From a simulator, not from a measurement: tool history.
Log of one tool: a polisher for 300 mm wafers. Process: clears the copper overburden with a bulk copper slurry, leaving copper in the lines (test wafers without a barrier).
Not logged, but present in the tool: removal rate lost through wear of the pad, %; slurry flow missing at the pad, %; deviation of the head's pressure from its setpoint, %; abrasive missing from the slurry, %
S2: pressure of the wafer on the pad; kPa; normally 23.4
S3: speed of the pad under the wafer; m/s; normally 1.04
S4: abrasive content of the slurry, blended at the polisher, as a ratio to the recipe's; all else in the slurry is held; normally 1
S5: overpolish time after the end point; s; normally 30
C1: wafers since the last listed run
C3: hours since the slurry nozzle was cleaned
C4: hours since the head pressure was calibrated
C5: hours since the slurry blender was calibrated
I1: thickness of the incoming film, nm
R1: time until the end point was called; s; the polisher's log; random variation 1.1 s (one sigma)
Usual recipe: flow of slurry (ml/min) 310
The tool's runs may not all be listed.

run 1 day=0 | flow_of_slurry_(ml/min)=310 S2=23.4 S3=1.04 S4=1 S5=30 | C1=0 wafers_polished_on_this_pad=773 C3=42 C4=448.7 C5=190.7 | I1=804.4 | R1=59.7
run 2 day=1.979 | flow_of_slurry_(ml/min)=310 S2=23.4 S3=1.04 S4=1 S5=30 | C1=361 wafers_polished_on_this_pad=1134 C3=89.5 C4=496.2 C5=238.2 | I1=824.4 | R1=62.5
run 3 day=5.938 | flow_of_slurry_(ml/min)=310 S2=23.4 S3=1.04 S4=1.1 S5=30 | C1=722 wafers_polished_on_this_pad=1856 C3=184.5 C4=591.2 C5=333.2 | I1=816.9 | R1=59.5
-- day=8.746 slurry blender recalibrated
run 4 day=8.896 | flow_of_slurry_(ml/min)=310 S2=23.4 S3=1.04 S4=1.1 S5=30 | C1=524 wafers_polished_on_this_pad=2381 C3=255.5 C4=662.2 C5=3.6 | I1=803.4 | R1=58.7
-- day=9.808 worn pad replaced by a new one
run 5 day=13.112 | flow_of_slurry_(ml/min)=310 S2=23.4 S3=0.96 S4=1 S5=30 | C1=739 wafers_polished_on_this_pad=602 C3=356.7 C4=763.4 C5=104.8 | I1=819.4 | R1=63.7
run 6 day=16.512 | flow_of_slurry_(ml/min)=310 S2=23.4 S3=1.04 S4=1 S5=30 | C1=620 wafers_polished_on_this_pad=1223 C3=438.3 C4=845 C5=186.4 | I1=822.9 | R1=62.1
run 7 day=18.221 | flow_of_slurry_(ml/min)=310 S2=23.4 S3=1.04 S4=1 S5=30 | C1=311 wafers_polished_on_this_pad=1535 C3=479.3 C4=886 C5=227.4 | I1=823.5 | R1=62.2
run 8 day=21.85 | flow_of_slurry_(ml/min)=310 S2=23.4 S3=1.04 S4=1 S5=30 | C1=662 wafers_polished_on_this_pad=2197 C3=566.4 C4=973.1 C5=314.5 | I1=819.4 | R1=61.5
-- day=21.983 slurry blender recalibrated
-- day=23.612 head pressure recalibrated
-- day=24.45 worn pad replaced by a new one
run 9 day=24.512 | flow_of_slurry_(ml/min)=310 S2=23.4 S3=1.04 S4=1 S5=30 | C1=425 wafers_polished_on_this_pad=11 C3=630.3 C4=21.6 C5=60.7 | I1=827.7 | R1=62.3
run 10 day=26.229 | flow_of_slurry_(ml/min)=260 S2=23.4 S3=1.04 S4=1 S5=30 | C1=313 wafers_polished_on_this_pad=324 C3=671.5 C4=62.8 C5=101.9 | I1=814.6 | R1=61.2
-- day=29.671 slurry nozzle cleaned
run 11 day=30.717 | flow_of_slurry_(ml/min)=310 S2=23.4 S3=1.04 S4=1 S5=30 | C1=811 wafers_polished_on_this_pad=1135 C3=25.1 C4=170.5 C5=209.6 | I1=809.5 | R1=60.7
run 12 day=33.283 | flow_of_slurry_(ml/min)=385 S2=20 S3=1.04 S4=0.8 S5=20 | C1=468 wafers_polished_on_this_pad=1604 C3=86.7 C4=232.1 C5=271.2 | I1=817.6 | R1=77.7
-- day=35.838 slurry blender recalibrated
-- day=37.142 worn pad replaced by a new one
run 13 day=37.412 | flow_of_slurry_(ml/min)=310 S2=23.4 S3=0.8 S4=1.2 S5=39 | C1=707 wafers_polished_on_this_pad=49 C3=185.8 C4=331.2 C5=37.8 | I1=822.2 | R1=68.9
run 14 day=42.275 | flow_of_slurry_(ml/min)=310 S2=23.4 S3=0.84 S4=1.15 S5=30 | C1=887 wafers_polished_on_this_pad=936 C3=302.5 C4=447.9 C5=154.5 | I1=798.4 | R1=65.4
run 15 day=46.392 | flow_of_slurry_(ml/min)=310 S2=23.4 S3=1.04 S4=1 S5=30 | C1=751 wafers_polished_on_this_pad=1687 C3=401.3 C4=546.7 C5=253.3 | I1=807.5 | R1=60.4
-- day=50.304 worn pad replaced by a new one
run 16 day=50.796 | flow_of_slurry_(ml/min)=310 S2=16.5 S3=1.04 S4=1.3 S5=30 | C1=773 wafers_polished_on_this_pad=89 C3=507 C4=652.4 C5=359 | I1=831.4 | R1=79.3
-- day=51.071 slurry blender recalibrated
run 17 day=54.725 | flow_of_slurry_(ml/min)=310 S2=23.4 S3=1.04 S4=1 S5=30 | C1=701 wafers_polished_on_this_pad=791 C3=601.3 C4=746.7 C5=87.7 | I1=810.7 | R1=60.7
-- day=55.2 slurry nozzle cleaned
run 18 day=58.771 | flow_of_slurry_(ml/min)=405 S2=23.4 S3=1.04 S4=0.9 S5=30 | C1=730 wafers_polished_on_this_pad=1521 C3=85.7 C4=843.8 C5=184.8 | I1=815.6 | R1=63.7
run 19 day=60.479 | flow_of_slurry_(ml/min)=310 S2=23.4 S3=1.14 S4=1 S5=30 | C1=311 wafers_polished_on_this_pad=1833 C3=126.7 C4=884.8 C5=225.8 | I1=826.1 | R1=60.5
-- day=62.271 worn pad replaced by a new one
-- day=64.079 slurry blender recalibrated
run 20 day=64.883 | flow_of_slurry_(ml/min)=405 S2=17.9 S3=0.68 S4=0.9 S5=30 | C1=758 wafers_polished_on_this_pad=461 C3=232.4 C4=990.5 C5=19.3 | I1=816.7 | R1=104.1
-- day=65.7 head pressure recalibrated
run 21 day=66.562 | flow_of_slurry_(ml/min)=310 S2=23.4 S3=0.86 S4=1.25 S5=18 | C1=291 wafers_polished_on_this_pad=752 C3=272.7 C4=20.7 C5=59.6 | I1=804.6 | R1=62.9
run 22 day=69.358 | flow_of_slurry_(ml/min)=310 S2=23.4 S3=0.86 S4=1 S5=30 | C1=510 wafers_polished_on_this_pad=1262 C3=339.8 C4=87.8 C5=126.7 | I1=799.3 | R1=67.4

What if the next run were any one of these 5? Each begins from the tool's condition after run 22:
run A day=69.375 | flow_of_slurry_(ml/min)=310 S2=23.4 S3=0.92 S4=1 S5=30 | C1=3 wafers_polished_on_this_pad=1265 C3=340.2 C4=88.2 C5=127.1 | I1=829 | R1=?
run B day=69.375 | flow_of_slurry_(ml/min)=310 S2=29 S3=1.04 S4=1 S5=30 | C1=3 wafers_polished_on_this_pad=1265 C3=340.2 C4=88.2 C5=127.1 | I1=829 | R1=?
run C day=69.375 | flow_of_slurry_(ml/min)=215 S2=28.3 S3=1.24 S4=1 S5=30 | C1=3 wafers_polished_on_this_pad=1265 C3=340.2 C4=88.2 C5=127.1 | I1=829 | R1=?
run D day=69.375 | flow_of_slurry_(ml/min)=310 S2=20 S3=1.04 S4=1 S5=30 | C1=3 wafers_polished_on_this_pad=1265 C3=340.2 C4=88.2 C5=127.1 | I1=829 | R1=?
run E day=69.375 | flow_of_slurry_(ml/min)=310 S2=23.4 S3=1.04 S4=1.25 S5=30 | C1=3 wafers_polished_on_this_pad=1265 C3=340.2 C4=88.2 C5=127.1 | I1=829 | R1=?

run=A R1=67
run=B R1=50.8
run=C R1=47.6
run=D R1=72.3
run=E R1=58.1
Take away the tool's hidden state, keep each run's random variation, and the runs would have read:
run=A R1=67
run=B R1=50.8
run=C R1=47.6
run=D R1=72.3
run=E R1=58.1
